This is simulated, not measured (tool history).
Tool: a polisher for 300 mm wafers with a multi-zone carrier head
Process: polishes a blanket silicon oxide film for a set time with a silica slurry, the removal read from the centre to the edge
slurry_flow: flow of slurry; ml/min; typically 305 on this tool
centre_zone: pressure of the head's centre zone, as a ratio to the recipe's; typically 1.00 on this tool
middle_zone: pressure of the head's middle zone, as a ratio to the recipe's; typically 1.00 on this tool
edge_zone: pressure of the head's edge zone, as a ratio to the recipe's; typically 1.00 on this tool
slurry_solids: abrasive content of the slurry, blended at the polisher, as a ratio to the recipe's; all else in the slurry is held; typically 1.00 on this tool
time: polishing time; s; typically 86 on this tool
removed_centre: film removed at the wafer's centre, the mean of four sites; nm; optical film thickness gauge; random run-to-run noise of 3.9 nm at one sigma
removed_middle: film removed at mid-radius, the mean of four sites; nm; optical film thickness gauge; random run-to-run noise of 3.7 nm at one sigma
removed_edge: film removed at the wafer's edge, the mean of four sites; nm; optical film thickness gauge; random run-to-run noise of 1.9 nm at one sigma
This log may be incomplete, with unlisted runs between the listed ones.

run	hour	slurry_flow	centre_zone	middle_zone	edge_zone	slurry_solids	time	wafers since the last listed run	wafers polished on this pad	hours since the slurry nozzle was cleaned	hours since the centre zone pressure was calibrated	hours since the edge zone pressure was calibrated	hours since the carrier head's membrane was replaced	incoming thickness of the incoming film, nm	removed_centre	removed_middle	removed_edge
1	0.0	250	1.06	1.00	1.00	1.00	86	0	6	589.5	833.3	642.3	684.2	1513.0	391.1	314.1	312.9
2	12.1	305	1.00	1.00	1.00	1.00	86	150	157	601.6	845.4	654.4	696.3	1509.1	376.3	315.6	319.0
3	18.8	305	1.00	1.00	1.00	1.00	86	83	240	608.3	852.1	661.1	703.0	1529.2	367.8	321.2	317.1
4	29.2	305	1.00	1.00	1.00	1.00	86	129	370	618.7	862.5	671.5	713.4	1528.7	369.6	322.9	314.1
5	36.5	305	1.00	1.00	1.00	1.00	86	90	461	626.0	869.8	678.8	720.7	1497.6	367.4	316.0	312.6
6	45.7	305	1.00	1.00	1.00	1.00	86	114	575	635.2	879.0	688.0	729.9	1492.7	371.2	323.6	317.1
# hour 61.8: worn pad replaced by a new one, of another model than before
7	62.8	305	1.00	1.00	1.00	1.00	86	163	13	652.3	896.1	705.1	747.0	1503.1	371.8	317.0	315.6
8	72.2	305	1.00	1.00	1.00	1.00	86	117	130	661.7	905.5	714.5	756.4	1516.5	373.9	322.8	312.6
9	87.0	305	1.00	1.00	1.00	1.00	86	184	314	676.5	920.3	729.3	771.2	1510.7	369.6	319.2	313.1
10	96.9	305	1.00	1.00	1.00	1.00	86	123	437	686.4	930.2	739.2	781.1	1491.3	382.6	320.8	317.5
# hour 109.6: edge zone pressure recalibrated
11	112.5	250	1.00	1.00	1.07	1.00	86	169	607	702.0	945.8	2.9	796.7	1521.3	367.3	315.4	329.3
# hour 128.5: carrier head's membrane replaced by a new one
# hour 128.8: worn pad replaced by a new one
12	129.3	305	1.10	1.00	1.00	1.15	70	143	6	718.8	962.6	19.7	0.8	1524.8	358.7	273.2	267.7
# hour 134.4: slurry nozzle cleaned
# hour 135.1: centre zone pressure recalibrated
13	135.6	305	1.00	1.00	1.00	0.85	86	57	63	1.2	0.5	26.0	7.1	1490.2	305.0	297.0	294.4
14	150.3	305	1.00	1.00	0.91	1.00	86	183	246	15.9	15.2	40.7	21.8	1527.2	321.3	320.6	297.7
15	158.2	210	1.00	1.00	1.10	1.00	86	98	345	23.8	23.1	48.6	29.7	1498.5	321.9	316.8	323.9
16	174.8	305	1.10	1.00	0.97	1.00	86	206	552	40.4	39.7	65.2	46.3	1503.5	359.2	317.6	311.3
# hour 189.0: worn pad replaced by a new one
17	192.4	305	1.00	1.00	1.00	1.00	86	169	42	58.0	57.3	82.8	63.9	1525.0	324.2	314.2	315.0
18	207.3	340	1.00	1.07	1.00	1.00	86	185	228	72.9	72.2	97.7	78.8	1483.8	328.8	329.7	316.6
19	216.1	305	1.00	0.96	1.06	0.75	86	109	338	81.7	81.0	106.5	87.6	1514.1	287.5	276.0	288.6
20	227.4	305	1.00	0.93	1.00	1.00	86	140	478	93.0	92.3	117.8	98.9	1504.3	325.4	303.7	315.8
21	237.3	305	1.00	1.10	0.92	0.85	86	123	602	102.9	102.2	127.7	108.8	1519.8	305.4	312.3	284.4
22	249.5	305	1.00	1.05	1.10	1.25	86	151	754	115.1	114.4	139.9	121.0	1502.4	346.5	356.1	360.0

Describe how what the log doesn't record of the tool's condition differs between the last listed run preceding each entry between runs and the first listed run following it.
Runs 6 to 7: worn pad replaced by a new one, of another model than before (hour 61.8)
  deviation of the centre zone's pressure from its setpoint, %: 13.1 -> 13.6
  measured result minus the result with no hidden state, removed_centre: +43.2 -> +44.8 nm
Runs 10 to 11: edge zone pressure recalibrated (hour 109.6)
  deviation of the centre zone's pressure from its setpoint, %: 14.6 -> 15.1
  measured result minus the result with no hidden state, removed_centre: +49.2 -> +48.5 nm
Runs 11 to 12: carrier head's membrane replaced by a new one (hour 128.5); worn pad replaced by a new one (hour 128.8)
  deviation of the centre zone's pressure from its setpoint, %: 15.1 -> 15.6
  measured result minus the result with no hidden state, removed_centre: +48.5 -> +48.5 nm
Runs 12 to 13: slurry nozzle cleaned (hour 134.4); centre zone pressure recalibrated (hour 135.1)
  deviation of the centre zone's pressure from its setpoint, %: 15.6 -> -0.88
  measured result minus the result with no hidden state, removed_centre: +48.5 -> -2.7 nm
Runs 16 to 17: worn pad replaced by a new one (hour 189.0)
  deviation of the centre zone's pressure from its setpoint, %: -0.854 -> -0.826
  measured result minus the result with no hidden state, removed_centre: -3.1 -> -2.7 nm
